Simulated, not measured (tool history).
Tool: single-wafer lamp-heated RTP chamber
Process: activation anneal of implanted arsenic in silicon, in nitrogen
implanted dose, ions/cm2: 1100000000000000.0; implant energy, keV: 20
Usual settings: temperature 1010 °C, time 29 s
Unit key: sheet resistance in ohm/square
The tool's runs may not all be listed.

run    hour  temperature  time  wafers since the last listed run  wafers since the last pyrometer calibration  wafers since the reflector plate was cleaned  hours since the gauge calibration  read-back reference wafer on the same gauge, sheet resistance  sheet resistance
  1     0.0         1030    29                                 0                                         1962                                          3924                             1747.8                                                         125.13            109.44
  2    47.3         1030    29                               898                                         2861                                          4823                             1795.1                                                         125.14            109.45
  3   121.6         1030    29                              1411                                         4273                                          6235                             1869.4                                                         125.13            109.52
  4   189.1         1010    29                              1282                                         5555                                          7518                             1936.9                                                         125.07            115.12
      204.0  -- gauge calibrated
  5   286.6         1010    29                              1852                                         7408                                          9371                               82.6                                                         126.81            116.51
      435.1  -- pyrometer window cleaned and pyrometer calibrated
  6   475.9         1010    29                              3445                                          775                                         12816                              271.9                                                         126.36            116.24
      513.2  -- reflector plate cleaned
  7   573.9         1010    29                              1710                                         2486                                          1154                              369.9                                                         126.13            115.75
  8   622.6         1010    29                               925                                         3411                                          2079                              418.6                                                         126.12            115.71
  9   717.6         1010    29                              1805                                         5216                                          3885                              513.6                                                         125.98            116.10
 10   755.7         1010    29                               724                                         5940                                          4609                              551.7                                                         125.92            116.11
 11   800.9         1010    29                               858                                         6799                                          5468                              596.9                                                         125.91            115.79
 12   866.6         1010    29                              1248                                         8048                                          6716                              662.6                                                         125.82            115.44
 13   934.3         1010    29                              1286                                         9334                                          8003                              730.3                                                         125.76            115.73
      946.6  -- pyrometer window cleaned and pyrometer calibrated
 14  1006.9         1029    29                              1227                                         1146                                          9230                              802.9                                                         125.69            110.21
 15  1096.4         1029    29                              1700                                         2847                                         10931                              892.4                                                         125.62            110.10
 16  1143.2         1029    29                               889                                         3737                                         11820                              939.2                                                         125.63            110.53
     1193.1  -- reflector plate cleaned
 17  1227.7         1023    36                              1453                                         5190                                           657                             1023.7                                                         125.59            109.04
 18  1279.5         1036    33                               984                                         6175                                          1641                             1075.5                                                         125.56            107.59
 19  1343.0         1010    29                              1206                                         7381                                          2848                             1139.0                                                         125.47            115.66
 20  1408.3         1027    21                              1240                                         8622                                          4089                             1204.3                                                         125.49            114.16
     1509.9  -- pyrometer window cleaned and pyrometer calibrated
 21  1512.1          996    15                              1820                                           42                                          5910                             1308.1                                                         125.45            127.49
 22  1597.0         1010    22                              1613                                         1656                                          7523                             1393.0                                                         125.36            118.58
 23  1635.6          988    23                               733                                         2389                                          8256                             1431.6                                                         125.32            125.62
 24  1702.6         1010    16                              1273                                         3662                                          9530                             1498.6                                                         125.41            122.08
     1758.0  -- gauge calibrated
 25  1761.1         1010    29                              1111                                         4774                                         10641                                3.1                                                         126.84            116.45
     1856.5  -- reflector plate cleaned
 26  1863.1         1010    29                              1786                                         6560                                           125                              105.1                                                         126.69            116.44
     1990.2  -- pyrometer window cleaned and pyrometer calibrated
 27  2140.0         1021    38                              5110                                         2847                                          5235                              382.0                                                         126.05            109.47
 28  2241.5          987    17                              1928                                         4776                                          7164                              483.5                                                         126.01            130.38
 29  2320.9         1010    37                              1508                                         6285                                          8673                              562.9                                                         125.85            113.12
 30  2403.7         1002    29                              1573                                         7858                                         10246                              645.7                                                         125.70            118.89
     2445.5  -- reflector plate cleaned
 31  2468.3         1001    29                              1075                                         8934                                           433                              710.3                                                         125.68            118.37
     2518.1  -- pyrometer window cleaned and pyrometer calibrated
 32  2570.8         1010    29                              1795                                         1001                                          2229                              812.8                                                         125.63            115.39
 33  2656.3          988    29                              1624                                         2626                                          3853                              898.3                                                         125.52            123.12
 34  2701.5         1010    29                               858                                         3485                                          4712                              943.5                                                         125.55            115.67

How would selected steps in sheet resistance from run to run divide? Give the signed amount a tool lacking its hidden state would still show from settings, what came in and random variation, and the signed amount left for the hidden state, including any gauge scatter that is not in both of the compared results.
What the log doesn't record here: true wafer temperature minus pyrometer reading, K; wafer temperature error from the tarnished reflector plate, K; gauge reads high (%).
Run 4 -> 5: gauge calibrated. sheet resistance +1.39 ohm/square: hidden state +1.55, all else -0.16.
Run 20 -> 21: temperature 1027 -> 996, time 21 -> 15, pyrometer window cleaned and pyrometer calibrated. sheet resistance +13.33 ohm/square: hidden state -0.20, all else +13.53.
Run 24 -> 25: time 16 -> 29, gauge calibrated. sheet resistance -5.63 ohm/square: hidden state +1.49, all else -7.12.
Run 26 -> 27: temperature 1010 -> 1021, time 29 -> 38, pyrometer window cleaned and pyrometer calibrated. sheet resistance -6.97 ohm/square: hidden state -0.46, all else -6.51.
Run 27 -> 28: temperature 1021 -> 987, time 38 -> 17. sheet resistance +20.91 ohm/square: hidden state -0.31, all else +21.22.
Run 28 -> 29: temperature 987 -> 1010, time 17 -> 37. sheet resistance -17.26 ohm/square: hidden state +0.05, all else -17.31.
